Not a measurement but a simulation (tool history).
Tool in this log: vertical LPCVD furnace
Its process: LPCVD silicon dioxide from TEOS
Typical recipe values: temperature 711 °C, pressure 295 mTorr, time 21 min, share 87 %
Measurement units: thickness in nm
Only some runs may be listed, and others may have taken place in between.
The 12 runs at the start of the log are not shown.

run,hour,temperature,pressure,time,share,"read-back reference wafer on the same gauge, thickness",thickness
13,910.6,711,330,21,87,256.9,227.91
14,963.7,701,360,15,87,257.23,136.63
15,999.8,711,295,21,87,256.74,214.87
16,1081.7,711,295,14.5,72,256.55,135.95
17,1144.2,722,295,21,82,257.25,270.86
18,1225.2,711,295,21,87,256.86,217.03
19,1287,702,360,21,87,256.98,197.19
# hour 1349.8: TEOS flow controller replaced
20,1378.6,711,320,21,87,257.11,224.92
21,1481.2,711,295,18,87,256.87,187.34
22,1566.5,718,295,21,87,256.83,255.12
23,1804.4,711,295,21,87,256.85,221.21
24,1866.1,704,295,21,87,256.67,189.58
25,1941.1,711,265,21,87,257.07,210.64
26,1988.1,711,315,21,87,257.02,230.55
27,2067.5,711,355,21,87,256.91,244.3
# hour 2116.8: pressure gauge zeroed
28,2134,711,295,21,87,256.97,218.24
29,2192.2,711,295,21,87,257.31,219.43
30,2320.3,711,295,21,97,256.9,231.89

Below are 5 alternative next runs, each starting from the tool's condition after run 30. Predict each:
A,2324,711,295,21,87,?,?
B,2324,711,250,21,87,?,?
C,2324,711,235,24,87,?,?
D,2324,711,370,25,87,?,?
E,2324,707,335,25.5,81,?,?

run,"read-back reference wafer on the same gauge, thickness",thickness
A,257.18,219.55
B,257.18,202.25
C,257.18,224.16
D,257.18,292.5
E,257.18,250.14
What these runs would have given with no unlogged condition in the tool:
run,thickness
A,214.39
B,197.36
C,218.68
D,285.83
E,244.32
